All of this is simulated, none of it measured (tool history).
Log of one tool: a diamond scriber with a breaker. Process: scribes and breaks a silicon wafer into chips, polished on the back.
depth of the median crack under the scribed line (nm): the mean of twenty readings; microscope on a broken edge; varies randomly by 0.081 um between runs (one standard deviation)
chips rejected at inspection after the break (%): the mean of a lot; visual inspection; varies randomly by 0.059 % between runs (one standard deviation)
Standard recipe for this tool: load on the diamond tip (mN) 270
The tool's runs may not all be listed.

run   hour  load on the diamond tip (mN)  wafers since the last listed run  hours since the diamond tip was replaced  hours since the load on the tip was calibrated  incoming depth of the damage left on the back of the incoming wafer, um  depth of the median crack under the scribed line (nm)  chips rejected at inspection after the break (%)
  1    0.0                           270                                 0                                     371.3                                          1055.1                                                                     0.04                                                   8560                                              3.47
  2   12.5                           270                                31                                     383.8                                          1067.6                                                                     0.02                                                   8640                                              3.32
  3   31.5                           270                                47                                     402.8                                          1086.6                                                                     0.01                                                   8480                                              3.58
  4   54.3                           313                                57                                     425.6                                          1109.4                                                                     0.04                                                   9470                                              1.18
  5  125.8                           270                               179                                     497.1                                          1180.9                                                                     0.04                                                   8610                                              3.60
  6  153.0                           226                                68                                     524.3                                          1208.1                                                                     0.02                                                   7600                                             13.69
  7  183.4                           270                                76                                     554.7                                          1238.5                                                                     0.05                                                   8500                                              4.19
     193.8  -- diamond tip replaced by a new one
  8  199.5                           270                                35                                       5.7                                          1254.6                                                                     0.05                                                   8690                                              3.63
  9  215.6                           270                                40                                      21.8                                          1270.7                                                                     0.02                                                   8490                                              3.64
 10  245.5                           270                                74                                      51.7                                          1300.6                                                                     0.04                                                   8530                                              4.12
 11  270.4                           270                                62                                      76.6                                          1325.5                                                                     0.03                                                   8470                                              3.94
 12  284.7                           270                                35                                      90.9                                          1339.8                                                                     0.02                                                   8360                                              3.96
     291.4  -- load on the tip recalibrated
 13  302.9                           270                                40                                     109.1                                            11.5                                                                     0.04                                                   9380                                              1.26
 14  319.8                           270                                42                                     126.0                                            28.4                                                                     0.03                                                   9460                                              1.14
 15  334.7                           296                                37                                     140.9                                            43.3                                                                     0.04                                                   9980                                              2.19
 16  364.3                           296                                74                                     170.5                                            72.9                                                                     0.02                                                  10100                                              2.07
 17  376.4                           296                                30                                     182.6                                            85.0                                                                     0.02                                                   9830                                              1.93
 18  406.5                           270                                75                                     212.7                                           115.1                                                                     0.04                                                   9310                                              1.27
 19  440.1                           326                                84                                     246.3                                           148.7                                                                     0.02                                                  10460                                              4.10
 20  455.2                           318                                37                                     261.4                                           163.8                                                                     0.03                                                  10150                                              3.29
 21  485.4                           247                                75                                     291.6                                           194.0                                                                     0.04                                                   8550                                              3.27
 22  498.3                           293                                32                                     304.5                                           206.9                                                                     0.03                                                   9560                                              1.38
 23  510.4                           303                                30                                     316.6                                           219.0                                                                     0.01                                                   9800                                              1.69
 24  534.7                           215                                60                                     340.9                                           243.3                                                                     0.05                                                   7870                                             10.11
 25  546.9                           306                                30                                     353.1                                           255.5                                                                     0.05                                                   9980                                              1.71
 26  562.4                           307                                38                                     368.6                                           271.0                                                                     0.02                                                   9810                                              1.85
 27  582.9                           301                                51                                     389.1                                           291.5                                                                     0.03                                                   9630                                              1.43
 28  603.8                           348                                52                                     410.0                                           312.4                                                                     0.03                                                  10770                                              5.62
 29  670.4                           270                               166                                     476.6                                           379.0                                                                     0.02                                                   8970                                              2.08
 30  701.9                           243                                78                                     508.1                                           410.5                                                                     0.04                                                   8360                                              5.37
 31  728.9                           327                                67                                     535.1                                           437.5                                                                     0.02                                                  10000                                              2.56
 32  748.8                           270                                49                                     555.0                                           457.4                                                                     0.02                                                   8910                                              2.09
 33  771.9                           296                                57                                     578.1                                           480.5                                                                     0.02                                                   9540                                              1.14
 34  798.6                           329                                66                                     604.8                                           507.2                                                                     0.04                                                  10010                                              2.40
     807.4  -- diamond tip replaced by a new one
 35  830.5                           234                                74                                      23.1                                           539.1                                                                     0.02                                                   7900                                              8.66
 36  861.4                           321                                77                                      54.0                                           570.0                                                                     0.03                                                   9950                                              1.71
 37  879.6                           330                                45                                      72.2                                           588.2                                                                     0.01                                                  10170                                              2.50
 38  896.0                           346                                41                                      88.6                                           604.6                                                                     0.01                                                  10290                                              3.68
 39  930.0                           270                                85                                     122.6                                           638.6                                                                     0.04                                                   8740                                              2.40
 40  943.3                           238                                33                                     135.9                                           651.9                                                                     0.01                                                   8070                                              7.56
 41  957.4                           292                                35                                     150.0                                           666.0                                                                     0.02                                                   9240                                              1.36
 42  975.4                           270                                45                                     168.0                                           684.0                                                                     0.02                                                   8740                                              2.46

What was the tool's hidden state at every run in the log?
share of the diamond tip's cutting effectiveness lost through wear, %: 0 in every run
H1: deviation of the load on the tip from its setpoint, %
run      H1
  1   -12.9
  2   -12.9
  3     -13
  4   -13.1
  5   -13.3
  6   -13.3
  7   -13.4
  8   -13.5
  9   -13.5
 10   -13.6
 11   -13.6
 12   -13.6
 13   0.723
 14     0.2
 15  -0.246
 16   -1.09
 17   -1.42
 18   -2.21
 19   -3.03
 20   -3.38
 21   -4.04
 22   -4.31
 23   -4.56
 24   -5.04
 25   -5.27
 26   -5.56
 27   -5.92
 28   -6.28
 29   -7.31
 30   -7.75
 31    -8.1
 32   -8.35
 33   -8.62
 34   -8.93
 35   -9.26
 36   -9.57
 37   -9.74
 38   -9.89
 39   -10.2
 40   -10.3
 41   -10.4
 42   -10.5

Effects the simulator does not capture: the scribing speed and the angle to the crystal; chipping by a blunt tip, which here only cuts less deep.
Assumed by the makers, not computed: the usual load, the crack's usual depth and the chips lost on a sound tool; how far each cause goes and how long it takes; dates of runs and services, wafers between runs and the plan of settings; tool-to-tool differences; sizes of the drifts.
